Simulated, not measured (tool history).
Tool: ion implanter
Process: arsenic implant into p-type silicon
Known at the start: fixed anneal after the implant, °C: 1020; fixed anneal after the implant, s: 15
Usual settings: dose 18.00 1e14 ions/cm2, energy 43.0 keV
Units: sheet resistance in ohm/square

| run | day | dose | energy | read-back reference wafer on the same gauge, sheet resistance | sheet resistance |
|---|---|---|---|---|---|
| 1 | 0.000 | 18.00 | 43.0 | 75.18 | 81.38 |
| 2 | 0.508 | 18.00 | 43.0 | 75.20 | 81.27 |
| 3 | 1.067 | 18.00 | 43.0 | 75.23 | 81.40 |
| 4 | 1.667 | 14.11 | 54.5 | 75.24 | 85.80 |
| 5 | 2.250 | 14.11 | 54.5 | 75.30 | 85.83 |
| 6 | 4.092 | 14.11 | 54.5 | 75.31 | 86.07 |
| 7 | 4.704 | 18.00 | 43.0 | 75.33 | 81.37 |
|  | 5.017 | gauge calibrated |
| 8 | 5.346 | 18.00 | 43.0 | 74.69 | 80.68 |
|  | 5.900 | extraction supply calibrated |
|  | 5.954 | Faraday cup replaced and dose calibrated |
| 9 | 5.975 | 18.00 | 43.0 | 74.80 | 81.08 |
| 10 | 6.512 | 20.81 | 54.5 | 74.91 | 70.03 |
| 11 | 7.000 | 20.96 | 48.5 | 74.98 | 73.08 |
| 12 | 7.504 | 18.00 | 43.0 | 75.04 | 81.14 |
| 13 | 8.188 | 18.00 | 43.0 | 75.13 | 81.27 |
| 14 | 8.604 | 20.21 | 31.0 | 75.17 | 87.94 |
| 15 | 8.983 | 13.98 | 58.0 | 75.19 | 85.47 |
| 16 | 9.262 | 22.33 | 39.0 | 75.20 | 77.96 |
| 17 | 9.788 | 18.00 | 43.0 | 75.25 | 81.67 |
| 18 | 10.254 | 18.00 | 43.0 | 75.30 | 81.66 |
| 19 | 10.612 | 13.43 | 43.0 | 75.30 | 93.57 |
| 20 | 11.262 | 13.80 | 48.5 | 75.37 | 89.81 |

Some steps in sheet resistance between neighbouring runs. How much of each would the tool show without its hidden state too (settings, what came in, random variation), and how much is left for the hidden state, with any gauge scatter that isn't in both results?
The hidden state here: deviation of the true dose from the Faraday cup's reading, %; deviation of the true energy from its setpoint, %; gauge reads high (%).
Run 7 -> 8: gauge calibrated. sheet resistance -0.69 ohm/square: hidden state -0.69, all else +0.00.
Run 9 -> 10: dose 18.00 -> 20.81, energy 43.0 -> 54.5. sheet resistance -11.05 ohm/square: hidden state +0.05, all else -11.10.
Run 18 -> 19: dose 18.00 -> 13.43. sheet resistance +11.91 ohm/square: hidden state +0.15, all else +11.76.
